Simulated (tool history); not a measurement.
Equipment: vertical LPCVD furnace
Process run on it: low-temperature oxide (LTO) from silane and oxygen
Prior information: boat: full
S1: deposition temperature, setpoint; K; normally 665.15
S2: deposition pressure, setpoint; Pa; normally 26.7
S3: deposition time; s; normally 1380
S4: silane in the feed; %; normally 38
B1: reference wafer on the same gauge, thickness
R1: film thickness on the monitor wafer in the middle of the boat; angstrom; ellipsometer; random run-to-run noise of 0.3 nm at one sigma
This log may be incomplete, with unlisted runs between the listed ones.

{"run": 1, "day": 0.0, "S1": 665.15, "S2": 26.7, "S3": 1380, "S4": 38, "B1": 175.96, "R1": 1759.3}
{"run": 2, "day": 0.625, "S1": 665.15, "S2": 26.7, "S3": 1380, "S4": 38, "B1": 175.93, "R1": 1762.8}
{"run": 3, "day": 1.608, "S1": 665.15, "S2": 26.7, "S3": 1380, "S4": 38, "B1": 175.95, "R1": 1760.8}
{"run": 4, "day": 2.771, "S1": 665.15, "S2": 26.7, "S3": 1380, "S4": 38, "B1": 176.05, "R1": 1762.9}
{"run": 5, "day": 3.362, "S1": 665.15, "S2": 26.7, "S3": 1380, "S4": 38, "B1": 175.99, "R1": 1766.2}
{"run": 6, "day": 4.088, "S1": 665.15, "S2": 26.7, "S3": 1380, "S4": 38, "B1": 176.04, "R1": 1764.4}
{"run": 7, "day": 4.912, "S1": 665.15, "S2": 26.7, "S3": 1380, "S4": 38, "B1": 176.03, "R1": 1767.5}
{"run": 8, "day": 6.146, "S1": 665.15, "S2": 26.7, "S3": 1380, "S4": 38, "B1": 176.08, "R1": 1767.1}
{"day": 7.808, "done": "silane flow controller replaced"}
{"run": 9, "day": 7.829, "S1": 665.15, "S2": 26.7, "S3": 1380, "S4": 38, "B1": 175.92, "R1": 1779.6}
{"day": 7.971, "done": "gauge calibrated"}
{"run": 10, "day": 7.996, "S1": 657.15, "S2": 26.7, "S3": 1380, "S4": 31, "B1": 175.99, "R1": 1221.4}
{"day": 9.246, "done": "thermocouples replaced and temperature profile calibrated"}
{"day": 9.492, "done": "pressure gauge zeroed"}
{"run": 11, "day": 9.512, "S1": 659.15, "S2": 26.7, "S3": 1380, "S4": 38, "B1": 176.02, "R1": 1560.1}
{"run": 12, "day": 9.679, "S1": 655.15, "S2": 24.7, "S3": 990, "S4": 35, "B1": 175.94, "R1": 883}
{"run": 13, "day": 13.383, "S1": 665.15, "S2": 26.7, "S3": 1380, "S4": 38, "B1": 176.01, "R1": 1671.5}
{"run": 14, "day": 14.596, "S1": 673.15, "S2": 21.3, "S3": 1170, "S4": 43, "B1": 176.01, "R1": 1436.3}

What will run 15 give?
{"run": 15, "day": 16.042, "S1": 672.15, "S2": 26.7, "S3": 1380, "S4": 38, "B1": "?", "R1": "?"}

For run 15 the tool returned B1 176.06, R1 1811.7 angstrom.
Minus the tool's unlogged condition, the same run would have read R1 1810 angstrom.
